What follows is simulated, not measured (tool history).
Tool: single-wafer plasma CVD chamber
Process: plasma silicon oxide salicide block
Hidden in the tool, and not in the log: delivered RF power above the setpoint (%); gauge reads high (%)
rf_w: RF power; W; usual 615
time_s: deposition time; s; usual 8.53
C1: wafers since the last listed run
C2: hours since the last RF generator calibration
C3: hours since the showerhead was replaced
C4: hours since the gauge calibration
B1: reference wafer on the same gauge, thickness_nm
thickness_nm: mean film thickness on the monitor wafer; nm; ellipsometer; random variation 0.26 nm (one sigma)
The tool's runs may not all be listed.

{"run": 1, "hour": 0.0, "rf_w": 615, "time_s": 8.53, "C1": 0, "C2": 970.2, "C3": 3287.4, "C4": 117.7, "B1": 77.591, "thickness_nm": 86.136}
{"run": 2, "hour": 63.7, "rf_w": 615, "time_s": 8.53, "C1": 2824, "C2": 1033.9, "C3": 3351.1, "C4": 181.4, "B1": 77.641, "thickness_nm": 86.434}
{"run": 3, "hour": 117.9, "rf_w": 615, "time_s": 7.35, "C1": 2403, "C2": 1088.1, "C3": 3405.3, "C4": 235.6, "B1": 77.577, "thickness_nm": 74.674}
{"run": 4, "hour": 179.9, "rf_w": 615, "time_s": 7.35, "C1": 2748, "C2": 1150.1, "C3": 3467.3, "C4": 297.6, "B1": 77.6, "thickness_nm": 74.105}
{"run": 5, "hour": 239.2, "rf_w": 615, "time_s": 7.35, "C1": 2629, "C2": 1209.4, "C3": 3526.6, "C4": 356.9, "B1": 77.709, "thickness_nm": 74.594}
{"run": 6, "hour": 276.5, "rf_w": 615, "time_s": 9.25, "C1": 1653, "C2": 1246.7, "C3": 3563.9, "C4": 394.2, "B1": 77.704, "thickness_nm": 93.773}
{"run": 7, "hour": 318.5, "rf_w": 615, "time_s": 9.25, "C1": 1862, "C2": 1288.7, "C3": 3605.9, "C4": 436.2, "B1": 77.552, "thickness_nm": 93.438}
{"run": 8, "hour": 353.4, "rf_w": 615, "time_s": 9.25, "C1": 1547, "C2": 1323.6, "C3": 3640.8, "C4": 471.1, "B1": 77.659, "thickness_nm": 93.675}
{"run": 9, "hour": 417.5, "rf_w": 615, "time_s": 9.04, "C1": 2842, "C2": 1387.7, "C3": 3704.9, "C4": 535.2, "B1": 77.605, "thickness_nm": 91.371}
{"run": 10, "hour": 457.1, "rf_w": 570, "time_s": 9.69, "C1": 1755, "C2": 1427.3, "C3": 3744.5, "C4": 574.8, "B1": 77.595, "thickness_nm": 96.265}
{"run": 11, "hour": 503.4, "rf_w": 615, "time_s": 8.53, "C1": 2052, "C2": 1473.6, "C3": 3790.8, "C4": 621.1, "B1": 77.714, "thickness_nm": 85.653}
{"run": 12, "hour": 544.0, "rf_w": 615, "time_s": 8.53, "C1": 1800, "C2": 1514.2, "C3": 3831.4, "C4": 661.7, "B1": 77.627, "thickness_nm": 85.683}
{"run": 13, "hour": 592.8, "rf_w": 580, "time_s": 7.29, "C1": 2163, "C2": 1563, "C3": 3880.2, "C4": 710.5, "B1": 77.569, "thickness_nm": 72.422}
{"run": 14, "hour": 631.9, "rf_w": 580, "time_s": 7.29, "C1": 1733, "C2": 1602.1, "C3": 3919.3, "C4": 749.6, "B1": 77.562, "thickness_nm": 72.18}
{"run": 15, "hour": 699.1, "rf_w": 615, "time_s": 8.53, "C1": 2979, "C2": 1669.3, "C3": 3986.5, "C4": 816.8, "B1": 77.535, "thickness_nm": 85.606}
{"run": 16, "hour": 746.9, "rf_w": 570, "time_s": 9.41, "C1": 2119, "C2": 1717.1, "C3": 4034.3, "C4": 864.6, "B1": 77.609, "thickness_nm": 92.892}
{"hour": 770.0, "done": "RF generator calibrated"}
{"hour": 770.3, "done": "gauge calibrated"}
{"run": 17, "hour": 803.8, "rf_w": 615, "time_s": 8.53, "C1": 2168, "C2": 33.8, "C3": 4091.2, "C4": 33.5, "B1": 77.622, "thickness_nm": 87.412}
{"run": 18, "hour": 836.7, "rf_w": 705, "time_s": 9.35, "C1": 1458, "C2": 66.7, "C3": 4124.1, "C4": 66.4, "B1": 77.648, "thickness_nm": 98.952}
{"run": 19, "hour": 864.1, "rf_w": 725, "time_s": 7.92, "C1": 1214, "C2": 94.1, "C3": 4151.5, "C4": 93.8, "B1": 77.723, "thickness_nm": 83.782}
{"hour": 893.4, "done": "showerhead replaced"}
{"run": 20, "hour": 893.9, "rf_w": 615, "time_s": 8.53, "C1": 966, "C2": 123.9, "C3": 0.5, "C4": 123.6, "B1": 77.66, "thickness_nm": 87.091}
{"run": 21, "hour": 977.2, "rf_w": 615, "time_s": 8.53, "C1": 3693, "C2": 207.2, "C3": 83.8, "C4": 206.9, "B1": 77.62, "thickness_nm": 86.75}
{"run": 22, "hour": 1028.0, "rf_w": 660, "time_s": 6.84, "C1": 2252, "C2": 258, "C3": 134.6, "C4": 257.7, "B1": 77.578, "thickness_nm": 70.493}
{"run": 23, "hour": 1062.0, "rf_w": 545, "time_s": 9.55, "C1": 1507, "C2": 292, "C3": 168.6, "C4": 291.7, "B1": 77.646, "thickness_nm": 94.273}
{"run": 24, "hour": 1131.2, "rf_w": 700, "time_s": 9.24, "C1": 3068, "C2": 361.2, "C3": 237.8, "C4": 360.9, "B1": 77.564, "thickness_nm": 97.144}
{"run": 25, "hour": 1155.3, "rf_w": 505, "time_s": 7.89, "C1": 1068, "C2": 385.3, "C3": 261.9, "C4": 385, "B1": 77.579, "thickness_nm": 76.835}
{"run": 26, "hour": 1185.3, "rf_w": 710, "time_s": 7.67, "C1": 1330, "C2": 415.3, "C3": 291.9, "C4": 415, "B1": 77.566, "thickness_nm": 80.289}
{"run": 27, "hour": 1243.0, "rf_w": 615, "time_s": 8.53, "C1": 2558, "C2": 473, "C3": 349.6, "C4": 472.7, "B1": 77.634, "thickness_nm": 87.145}
{"run": 28, "hour": 1292.9, "rf_w": 615, "time_s": 6.91, "C1": 2212, "C2": 522.9, "C3": 399.5, "C4": 522.6, "B1": 77.704, "thickness_nm": 70.289}
{"run": 29, "hour": 1322.1, "rf_w": 700, "time_s": 7.18, "C1": 1294, "C2": 552.1, "C3": 428.7, "C4": 551.8, "B1": 77.493, "thickness_nm": 74.909}
{"run": 30, "hour": 1376.1, "rf_w": 615, "time_s": 8.53, "C1": 2394, "C2": 606.1, "C3": 482.7, "C4": 605.8, "B1": 77.62, "thickness_nm": 86.092}
{"run": 31, "hour": 1409.8, "rf_w": 615, "time_s": 8.53, "C1": 1494, "C2": 639.8, "C3": 516.4, "C4": 639.5, "B1": 77.541, "thickness_nm": 86.323}

The same runs without the tool's hidden state, with the same run-to-run variation:
run=1 thickness_nm=87.091
run=2 thickness_nm=87.452
run=3 thickness_nm=75.596
run=4 thickness_nm=75.07
run=5 thickness_nm=75.613
run=6 thickness_nm=95.093
run=7 thickness_nm=94.796
run=8 thickness_nm=95.072
run=9 thickness_nm=92.799
run=10 thickness_nm=97.811
run=11 thickness_nm=87.071
run=12 thickness_nm=87.14
run=13 thickness_nm=73.692
run=14 thickness_nm=73.478
run=15 thickness_nm=87.209
run=16 thickness_nm=94.681
run=17 thickness_nm=87.612
run=18 thickness_nm=99.212
run=19 thickness_nm=84.026
run=20 thickness_nm=87.371
run=21 thickness_nm=87.104
run=22 thickness_nm=70.818
run=23 thickness_nm=94.742
run=24 thickness_nm=97.698
run=25 thickness_nm=77.293
run=26 thickness_nm=80.792
run=27 thickness_nm=87.744
run=28 thickness_nm=70.809
run=29 thickness_nm=75.487
run=30 thickness_nm=86.806
run=31 thickness_nm=87.07
